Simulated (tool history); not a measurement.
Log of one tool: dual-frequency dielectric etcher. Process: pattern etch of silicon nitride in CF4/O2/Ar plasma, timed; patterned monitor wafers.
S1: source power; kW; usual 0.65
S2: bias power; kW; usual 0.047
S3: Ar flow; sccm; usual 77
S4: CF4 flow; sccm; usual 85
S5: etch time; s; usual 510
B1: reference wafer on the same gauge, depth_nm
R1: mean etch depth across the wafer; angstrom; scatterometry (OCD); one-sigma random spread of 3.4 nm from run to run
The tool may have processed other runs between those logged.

run     day    S1     S2  S3   S4     S5      B1     R1
  1       0  0.55   0.05  86   85  411.5  1149.5   8909
  2   1.271  0.53  0.047  85   65    410  1150.4   8142
  3   3.888  0.65  0.047  77   85    510  1149.3  12186
      4.408  -- Ar flow controller replaced
  4   6.638  0.65  0.058  77   85    510  1149.5  13176
  5   7.804  0.65  0.047  77   85    581  1150.2  13865
      8.762  -- CF4 flow controller replaced
  6   8.829  0.65  0.047  77   85    510  1150.2  12176
      9.738  -- gauge calibrated
     12.325  -- upper electrode replaced
     12.829  -- wet clean of the chamber
  7   12.85  0.65  0.047  77   85    510  1148.9  12153
  8  13.183  0.54  0.047  77   85  373.5  1149.6   7896
  9   16.15  0.65  0.047  65   77  468.5  1149.5  11353
 10  18.958  0.65  0.047  77   85    510    1149  12142
 11  20.117  0.65  0.047  77   68    510  1151.3  11778
 12  23.042  0.65  0.056  77   85    510  1150.8  13078
 13  25.883  0.65  0.047  88   85  580.5  1150.2  13544
 14  28.471  0.72  0.047  77   85  628.5  1149.3  16086
     29.317  -- Ar flow controller replaced, repeated, since the last time left the tool worse
 15  30.529  0.56  0.047  87  100    432  1150.6   9512
 16  32.454  0.65  0.047  77   85    510  1149.4  12373
     35.425  -- wet clean of the chamber
 17  35.446  0.65  0.047  77   95    510  1148.4  12599
 18  37.267  0.65  0.047  77   85    510  1151.2  12420
 19  38.754  0.56  0.047  70   85    446  1150.6   9959
 20  41.192   0.7  0.047  61   85    510    1150  13543

5 ways to go on from here, each from the tool as it stands after run 20. What would each give?
  A  41.217  0.65  0.047  77  104    510   ?   ?
  B  41.217  0.65  0.047  61   67    618   ?   ?
  C  41.217  0.74   0.04  87  105    510   ?   ?
  D  41.217  0.65  0.047  61   85    510   ?   ?
  E  41.217  0.74  0.047  77   85  651.5   ?   ?

run      B1     R1
  A  1150.5  12705
  B  1150.5  15150
  C  1150.5  12818
  D  1150.5  12874
  E  1150.5  17284
Take away the tool's hidden state, keep each run's random variation, and the runs would have read:
run     R1
  A  12705
  B  15150
  C  12818
  D  12874
  E  17284

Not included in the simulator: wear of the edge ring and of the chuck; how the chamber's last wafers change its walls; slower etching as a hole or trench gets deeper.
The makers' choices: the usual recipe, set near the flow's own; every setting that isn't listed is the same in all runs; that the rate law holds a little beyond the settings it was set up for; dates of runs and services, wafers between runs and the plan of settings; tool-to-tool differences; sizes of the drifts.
